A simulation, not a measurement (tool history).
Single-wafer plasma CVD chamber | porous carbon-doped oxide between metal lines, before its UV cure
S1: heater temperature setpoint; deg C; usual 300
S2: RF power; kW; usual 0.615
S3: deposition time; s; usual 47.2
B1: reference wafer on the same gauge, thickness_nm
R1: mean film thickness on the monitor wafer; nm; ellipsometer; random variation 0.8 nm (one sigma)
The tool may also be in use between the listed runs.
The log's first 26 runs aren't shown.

run	hour	S1	S2	S3	B1	R1
27	1724.9	300	0.495	47.2	317.016	239.184
28	1751.7	300	0.615	47.2	316.592	294.143
29	1789.2	300	0.495	53.8	316.882	271.707
30	1852.3	300	0.615	47.2	316.593	297.460
31	1885.0	296	0.615	47.2	316.913	303.094
32	2002.7	300	0.645	43.5	316.833	287.820
33	2044.1	314	0.550	38.4	317.126	205.086
34	2086.7	291	0.510	38.6	316.986	214.227

Forecast each of these 4 alternatives for the next run:
A	2087.1	300	0.615	47.2	?	?
B	2087.1	308	0.615	47.2	?	?
C	2087.1	311	0.615	47.2	?	?
D	2087.1	296	0.730	47.2	?	?

run	B1	R1
A	317.104	297.464
B	317.104	285.845
C	317.104	281.714
D	317.104	352.266
Without the tool's hidden state the same runs would have given:
run	R1
A	292.887
B	281.650
C	277.616
D	346.779

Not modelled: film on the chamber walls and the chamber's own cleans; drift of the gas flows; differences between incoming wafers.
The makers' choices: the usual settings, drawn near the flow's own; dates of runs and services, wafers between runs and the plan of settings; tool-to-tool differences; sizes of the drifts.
